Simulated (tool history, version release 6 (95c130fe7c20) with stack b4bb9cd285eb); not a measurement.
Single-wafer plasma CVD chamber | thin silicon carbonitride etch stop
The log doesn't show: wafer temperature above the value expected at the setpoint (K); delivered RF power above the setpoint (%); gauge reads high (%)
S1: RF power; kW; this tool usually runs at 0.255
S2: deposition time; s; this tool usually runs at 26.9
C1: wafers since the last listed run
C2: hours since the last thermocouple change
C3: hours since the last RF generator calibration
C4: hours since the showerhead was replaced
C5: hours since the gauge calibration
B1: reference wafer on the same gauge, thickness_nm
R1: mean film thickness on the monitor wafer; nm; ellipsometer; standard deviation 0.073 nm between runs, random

run 1 hour=0 | S1=0.225 S2=26.9 | C1=0 C2=2196 C3=141.5 C4=1746.4 C5=436.9 | B1=17.358 | R1=16.04
run 2 hour=50.5 | S1=0.255 S2=26.9 | C1=1565 C2=2246.5 C3=192 C4=1796.9 C5=487.4 | B1=17.398 | R1=17.219
run 3 hour=107.8 | S1=0.255 S2=26.9 | C1=1776 C2=2303.8 C3=249.3 C4=1854.2 C5=544.7 | B1=17.397 | R1=17.207
run 4 hour=159 | S1=0.235 S2=26.9 | C1=1587 C2=2355 C3=300.5 C4=1905.4 C5=595.9 | B1=17.402 | R1=16.381
run 5 hour=228.1 | S1=0.235 S2=26.9 | C1=2142 C2=2424.1 C3=369.6 C4=1974.5 C5=665 | B1=17.463 | R1=16.369
run 6 hour=261.9 | S1=0.235 S2=26.9 | C1=1047 C2=2457.9 C3=403.4 C4=2008.3 C5=698.8 | B1=17.46 | R1=16.417
run 7 hour=309.1 | S1=0.255 S2=26.9 | C1=1463 C2=2505.1 C3=450.6 C4=2055.5 C5=746 | B1=17.493 | R1=17.212
run 8 hour=413.1 | S1=0.255 S2=26.9 | C1=3224 C2=2609.1 C3=554.6 C4=2159.5 C5=850 | B1=17.559 | R1=17.312
run 9 hour=447.5 | S1=0.255 S2=26.9 | C1=1066 C2=2643.5 C3=589 C4=2193.9 C5=884.4 | B1=17.533 | R1=17.288
run 10 hour=489.2 | S1=0.255 S2=25 | C1=1292 C2=2685.2 C3=630.7 C4=2235.6 C5=926.1 | B1=17.537 | R1=16.026
run 11 hour=558.4 | S1=0.255 S2=25 | C1=2145 C2=2754.4 C3=699.9 C4=2304.8 C5=995.3 | B1=17.609 | R1=16.065
run 12 hour=612.5 | S1=0.255 S2=29 | C1=1677 C2=2808.5 C3=754 C4=2358.9 C5=1049.4 | B1=17.609 | R1=18.649
run 13 hour=676.5 | S1=0.255 S2=29 | C1=1984 C2=2872.5 C3=818 C4=2422.9 C5=1113.4 | B1=17.654 | R1=18.772
run 14 hour=738.3 | S1=0.255 S2=29 | C1=1916 C2=2934.3 C3=879.8 C4=2484.7 C5=1175.2 | B1=17.665 | R1=18.719
-- hour=774.6 RF generator calibrated
run 15 hour=795.1 | S1=0.27 S2=26.9 | C1=1512 C2=2991.1 C3=20.5 C4=2541.5 C5=1232 | B1=17.706 | R1=17.799
run 16 hour=857 | S1=0.255 S2=31.2 | C1=1919 C2=3053 C3=82.4 C4=2603.4 C5=1293.9 | B1=17.728 | R1=20.238
run 17 hour=916.3 | S1=0.255 S2=25 | C1=1838 C2=3112.3 C3=141.7 C4=2662.7 C5=1353.2 | B1=17.745 | R1=16.166
-- hour=951.4 thermocouple changed; heater temperature recalibrated
run 18 hour=1074.2 | S1=0.215 S2=28.5 | C1=4647 C2=122.8 C3=299.6 C4=2820.6 C5=1511.1 | B1=17.817 | R1=17.11
run 19 hour=1119.5 | S1=0.28 S2=23.1 | C1=1404 C2=168.1 C3=344.9 C4=2865.9 C5=1556.4 | B1=17.808 | R1=15.685
-- hour=1137.5 gauge calibrated
run 20 hour=1166.7 | S1=0.215 S2=25.4 | C1=1463 C2=215.3 C3=392.1 C4=2913.1 C5=29.2 | B1=17.137 | R1=14.541
-- hour=1204.3 showerhead replaced
run 21 hour=1209.7 | S1=0.255 S2=30.3 | C1=1085 C2=258.3 C3=435.1 C4=5.4 C5=72.2 | B1=17.151 | R1=18.971
run 22 hour=1278.4 | S1=0.255 S2=26.9 | C1=2129 C2=327 C3=503.8 C4=74.1 C5=140.9 | B1=17.187 | R1=16.948
run 23 hour=1306.5 | S1=0.255 S2=30.4 | C1=871 C2=355.1 C3=531.9 C4=102.2 C5=169 | B1=17.206 | R1=19.095
run 24 hour=1349.3 | S1=0.255 S2=26.9 | C1=1326 C2=397.9 C3=574.7 C4=145 C5=211.8 | B1=17.218 | R1=16.895
run 25 hour=1390.8 | S1=0.255 S2=28.5 | C1=1286 C2=439.4 C3=616.2 C4=186.5 C5=253.3 | B1=17.243 | R1=18.028
run 26 hour=1455.8 | S1=0.255 S2=22.7 | C1=2015 C2=504.4 C3=681.2 C4=251.5 C5=318.3 | B1=17.244 | R1=14.195
run 27 hour=1521.1 | S1=0.3 S2=24.6 | C1=2024 C2=569.7 C3=746.5 C4=316.8 C5=383.6 | B1=17.294 | R1=16.664
-- hour=1562.8 RF generator calibrated
run 28 hour=1580.1 | S1=0.295 S2=30.1 | C1=1581 C2=628.7 C3=17.3 C4=375.8 C5=442.6 | B1=17.319 | R1=20.355
run 29 hour=1640.9 | S1=0.205 S2=26.9 | C1=1885 C2=689.5 C3=78.1 C4=436.6 C5=503.4 | B1=17.358 | R1=15.159

Forecast each of these 4 alternatives for the next run:
run A hour=1641.3 | S1=0.255 S2=26.9 | C1=12 C2=689.9 C3=78.5 C4=437 C5=503.8 | B1=? | R1=?
run B hour=1641.3 | S1=0.215 S2=29.8 | C1=12 C2=689.9 C3=78.5 C4=437 C5=503.8 | B1=? | R1=?
run C hour=1641.3 | S1=0.215 S2=23.3 | C1=12 C2=689.9 C3=78.5 C4=437 C5=503.8 | B1=? | R1=?
run D hour=1641.3 | S1=0.255 S2=24.2 | C1=12 C2=689.9 C3=78.5 C4=437 C5=503.8 | B1=? | R1=?

run=A B1=17.342 R1=17.085
run=B B1=17.342 R1=17.377
run=C B1=17.342 R1=13.586
run=D B1=17.342 R1=15.37
Stripped of hidden state, with their random variation kept, the same runs would have yielded:
run=A R1=16.846
run=B R1=17.134
run=C R1=13.397
run=D R1=15.155
